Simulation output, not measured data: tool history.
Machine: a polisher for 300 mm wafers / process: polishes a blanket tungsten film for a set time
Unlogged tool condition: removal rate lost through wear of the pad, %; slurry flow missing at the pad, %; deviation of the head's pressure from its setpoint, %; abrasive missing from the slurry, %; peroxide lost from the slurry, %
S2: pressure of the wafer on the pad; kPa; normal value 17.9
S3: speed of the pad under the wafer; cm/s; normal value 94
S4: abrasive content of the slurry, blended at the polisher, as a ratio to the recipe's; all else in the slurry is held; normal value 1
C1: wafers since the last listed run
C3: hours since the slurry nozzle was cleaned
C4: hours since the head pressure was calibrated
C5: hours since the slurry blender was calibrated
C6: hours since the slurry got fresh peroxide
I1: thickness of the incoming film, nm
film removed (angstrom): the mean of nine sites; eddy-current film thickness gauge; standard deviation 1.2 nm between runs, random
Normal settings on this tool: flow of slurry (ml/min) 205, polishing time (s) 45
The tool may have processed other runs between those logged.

Run 1, hour 0: usual settings but S3 110 cm/s, S4 0.8; C1 0; wafers polished on this pad 3426; C3 424.4; C4 172; C5 137.4; C6 117; I1 630.4. Result: film removed (angstrom) 1620.
Run 2, hour 85.1: usual settings; C1 949; wafers polished on this pad 4376; C3 509.5; C4 257.1; C5 222.5; C6 202.1; I1 608.3. Result: film removed (angstrom) 1454.
At hour 131.2: slurry nozzle cleaned.
At hour 142.1: worn pad replaced by a new one.
Run 3, hour 184.8: usual settings; C1 1057; wafers polished on this pad 476; C3 53.6; C4 356.8; C5 322.2; C6 301.8; I1 607. Result: film removed (angstrom) 1462.
At hour 292.4: slurry blender recalibrated.
At hour 308.4: slurry tank refilled with fresh slurry and peroxide.
Run 4, hour 477.6: usual settings; C1 3234; wafers polished on this pad 3711; C3 346.4; C4 649.6; C5 185.2; C6 169.2; I1 622.8. Result: film removed (angstrom) 1485.
Run 5, hour 518.4: usual settings; C1 455; wafers polished on this pad 4167; C3 387.2; C4 690.4; C5 226; C6 210; I1 609.7. Result: film removed (angstrom) 1453.
At hour 555.5: worn pad replaced by a new one.
Run 6, hour 606.2: usual settings; C1 935; wafers polished on this pad 566; C3 475; C4 778.2; C5 313.8; C6 297.8; I1 623.9. Result: film removed (angstrom) 1458.
At hour 658.2: slurry tank refilled with fresh slurry and peroxide.
Run 7, hour 662.2: usual settings; C1 613; wafers polished on this pad 1180; C3 531; C4 834.2; C5 369.8; C6 4; I1 621.8. Result: film removed (angstrom) 1486.
At hour 666.6: slurry blender recalibrated.
Run 8, hour 755: usual settings but flow of slurry (ml/min) 245, S2 15.9 kPa; C1 1013; wafers polished on this pad 2193; C3 623.8; C4 927; C5 88.4; C6 96.8; I1 620.8. Result: film removed (angstrom) 1399.
At hour 769.8: slurry nozzle cleaned.
Run 9, hour 810.8: usual settings but flow of slurry (ml/min) 245, S2 15.9 kPa; C1 611; wafers polished on this pad 2805; C3 41; C4 982.8; C5 144.2; C6 152.6; I1 613.9. Result: film removed (angstrom) 1376.
Run 10, hour 897.6: usual settings but S4 1.2; C1 968; wafers polished on this pad 3774; C3 127.8; C4 1069.6; C5 231; C6 239.4; I1 612.3. Result: film removed (angstrom) 1509.
At hour 984.1: worn pad replaced by a new one.
Run 11, hour 984.6: usual settings but S3 116 cm/s, S4 0.8; C1 926; wafers polished on this pad 5; C3 214.8; C4 1156.6; C5 318; C6 326.4; I1 612.2. Result: film removed (angstrom) 1666.
At hour 1010.9: slurry tank refilled with fresh slurry and peroxide.
At hour 1044: slurry blender recalibrated.
Run 12, hour 1079.1: usual settings; C1 1021; wafers polished on this pad 1027; C3 309.3; C4 1251.1; C5 35.1; C6 68.2; I1 618.5. Result: film removed (angstrom) 1485.
Run 13, hour 1169.5: usual settings but flow of slurry (ml/min) 260, S2 24.1 kPa, S4 1.2; C1 1009; wafers polished on this pad 2036; C3 399.7; C4 1341.5; C5 125.5; C6 158.6; I1 626. Result: film removed (angstrom) 1909.
Run 14, hour 1274.5: usual settings; C1 1172; wafers polished on this pad 3208; C3 504.7; C4 1446.5; C5 230.5; C6 263.6; I1 632.7. Result: film removed (angstrom) 1450.
At hour 1309.2: slurry nozzle cleaned.
Run 15, hour 1324.2: usual settings but polishing time (s) 58; C1 543; wafers polished on this pad 3752; C3 15; C4 1496.2; C5 280.2; C6 313.3; I1 610.2. Result: film removed (angstrom) 1853.
At hour 1338.8: head pressure recalibrated.
Run 16, hour 1391.6: usual settings; C1 730; wafers polished on this pad 4482; C3 82.4; C4 52.8; C5 347.6; C6 380.7; I1 618.5. Result: film removed (angstrom) 1437.
At hour 1424.2: worn pad replaced by a new one, of another model than before.
At hour 1464.4: slurry tank refilled with fresh slurry and peroxide.
At hour 1474.4: slurry blender recalibrated.
Run 17, hour 1480.9: usual settings but S2 14.5 kPa, S3 68 cm/s, S4 1.2; C1 918; wafers polished on this pad 598; C3 171.7; C4 142.1; C5 6.5; C6 16.5; I1 612.1. Result: film removed (angstrom) 1198.
Run 18, hour 1538.9: usual settings; C1 647; wafers polished on this pad 1246; C3 229.7; C4 200.1; C5 64.5; C6 74.5; I1 621.3. Result: film removed (angstrom) 1481.
Run 19, hour 1590.9: usual settings but flow of slurry (ml/min) 155, S3 106 cm/s, S4 0.7, polishing time (s) 33; C1 580; wafers polished on this pad 1826; C3 281.7; C4 252.1; C5 116.5; C6 126.5; I1 620.8. Result: film removed (angstrom) 985.
Run 20, hour 1679.5: usual settings but S3 114 cm/s, S4 0.8; C1 989; wafers polished on this pad 2815; C3 370.3; C4 340.7; C5 205.1; C6 215.1; I1 627.5. Result: film removed (angstrom) 1566.
Run 21, hour 1782.3: usual settings but flow of slurry (ml/min) 170, S2 20.7 kPa, S4 0.85; C1 1147; wafers polished on this pad 3963; C3 473.1; C4 443.5; C5 307.9; C6 317.9; I1 616.8. Result: film removed (angstrom) 1401.
At hour 1820.8: worn pad replaced by a new one.
Run 22, hour 1839.8: usual settings; C1 597; wafers polished on this pad 211; C3 530.6; C4 501; C5 365.4; C6 375.4; I1 611.5. Result: film removed (angstrom) 1450.
At hour 1875.9: slurry nozzle cleaned.
At hour 1903.8: slurry tank refilled with fresh slurry and peroxide.
At hour 1912.6: slurry blender recalibrated.
Run 23, hour 1934.9: usual settings but flow of slurry (ml/min) 255; C1 1016; wafers polished on this pad 1228; C3 59; C4 596.1; C5 22.3; C6 31.1; I1 610.9. Result: film removed (angstrom) 1531.
Run 24, hour 2002.7: usual settings but S3 118 cm/s; C1 756; wafers polished on this pad 1985; C3 126.8; C4 663.9; C5 90.1; C6 98.9; I1 627.2. Result: film removed (angstrom) 1729.

Here are 3 independent what-if runs from the current tool condition. What would each one return?
Run A, hour 2003.1: usual settings; C1 4; wafers polished on this pad 1989; C3 127.2; C4 664.3; C5 90.5; C6 99.3; I1 613.1. Result: film removed (angstrom) ?.
Run B, hour 2003.1: usual settings but S2 11.7 kPa, S3 78 cm/s, S4 0.8, polishing time (s) 30; C1 4; wafers polished on this pad 1989; C3 127.2; C4 664.3; C5 90.5; C6 99.3; I1 613.1. Result: film removed (angstrom) ?.
Run C, hour 2003.1: usual settings but polishing time (s) 35; C1 4; wafers polished on this pad 1989; C3 127.2; C4 664.3; C5 90.5; C6 99.3; I1 613.1. Result: film removed (angstrom) ?.

run  film removed (angstrom)
  A                     1477
  B                      710
  C                     1148
What these runs would have given with no unlogged condition in the tool:
run  film removed (angstrom)
  A                     1514
  B                      728
  C                     1177
